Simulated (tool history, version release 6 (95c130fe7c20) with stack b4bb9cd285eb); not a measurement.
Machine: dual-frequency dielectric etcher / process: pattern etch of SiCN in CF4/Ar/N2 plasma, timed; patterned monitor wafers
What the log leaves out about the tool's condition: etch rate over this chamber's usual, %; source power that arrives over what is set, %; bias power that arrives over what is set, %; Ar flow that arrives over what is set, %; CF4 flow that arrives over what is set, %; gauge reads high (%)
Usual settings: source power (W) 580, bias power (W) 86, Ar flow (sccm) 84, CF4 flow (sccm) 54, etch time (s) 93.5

run	hour	source power (W)	bias power (W)	Ar flow (sccm)	CF4 flow (sccm)	etch time (s)	wafers since the last listed run	hours since the last wet clean	hours since the last source power generator calibration	hours since the last bias power generator calibration	hours since the last Ar flow controller change	hours since the last CF4 flow controller change	hours since the last upper electrode change	hours since the gauge calibration	read-back reference wafer on the same gauge, depth_nm	mean etch depth across the wafer (Å)
1	0.0	580	86	84	54	93.5	0	47.4	1813.1	2573.7	3077.4	2686.0	3229.5	409.5	98.0	1108
2	37.6	580	86	84	54	93.5	421	85.0	1850.7	2611.3	3115.0	2723.6	3267.1	447.1	98.1	1102
3	211.5	580	86	84	54	93.5	1950	258.9	2024.6	2785.2	3288.9	2897.5	3441.0	621.0	97.9	1097
# hour 426.2: bias power generator calibrated
# hour 433.7: Ar flow controller replaced
# hour 481.0: wet clean of the chamber
4	502.4	580	71	84	54	93.5	2881	21.4	2315.5	76.2	68.7	3188.4	3731.9	911.9	98.1	1008
5	568.2	580	86	84	54	93.5	738	87.2	2381.3	142.0	134.5	3254.2	3797.7	977.7	98.1	1047
# hour 669.4: upper electrode replaced
6	669.9	610	86	84	54	93.5	871	188.9	2483.0	243.7	236.2	3355.9	0.5	1079.4	98.2	1080
7	718.7	580	86	84	54	93.5	547	237.7	2531.8	292.5	285.0	3404.7	49.3	1128.2	98.1	1040
# hour 738.2: source power generator calibrated
# hour 765.4: wet clean of the chamber, repeated, since the last time left the tool worse
8	813.0	580	86	84	54	93.5	743	47.6	74.8	386.8	379.3	3499.0	143.6	1222.5	98.1	1114
# hour 918.0: CF4 flow controller replaced
9	918.5	680	86	102	54	93.5	1116	153.1	180.3	492.3	484.8	0.5	249.1	1328.0	97.9	1247
10	978.4	580	86	84	54	93.5	671	213.0	240.2	552.2	544.7	60.4	309.0	1387.9	98.1	1093
11	1084.2	580	86	84	54	93.5	1186	318.8	346.0	658.0	650.5	166.2	414.8	1493.7	98.0	1090
# hour 1088.8: gauge calibrated
12	1140.4	580	86	84	66	93.5	630	375.0	402.2	714.2	706.7	222.4	471.0	51.6	98.1	1135
13	1185.7	690	75	84	54	93.5	508	420.3	447.5	759.5	752.0	267.7	516.3	96.9	98.1	1234
14	1230.2	580	86	84	54	93.5	499	464.8	492.0	804.0	796.5	312.2	560.8	141.4	97.8	1078
# hour 1336.0: wet clean of the chamber
15	1336.5	440	86	84	54	93.5	923	0.5	598.3	910.3	902.8	418.5	667.1	247.7	97.9	860
16	1393.1	450	86	84	54	93.5	634	57.1	654.9	966.9	959.4	475.1	723.7	304.3	98.0	876

Predict each of these 3 candidate next runs independently; none follows another, all start after run 16:
A	1393.5	580	86	84	54	93.5	4	57.5	655.3	967.3	959.8	475.5	724.1	304.7	?	?
B	1393.5	700	86	84	54	93.5	4	57.5	655.3	967.3	959.8	475.5	724.1	304.7	?	?
C	1393.5	580	86	77	66	93.5	4	57.5	655.3	967.3	959.8	475.5	724.1	304.7	?	?

run	read-back reference wafer on the same gauge, depth_nm	mean etch depth across the wafer (Å)
A	97.9	1113
B	97.9	1324
C	97.9	1169
Without the tool's unlogged condition, the same runs would have read:
run	mean etch depth across the wafer (Å)
A	1120
B	1333
C	1177
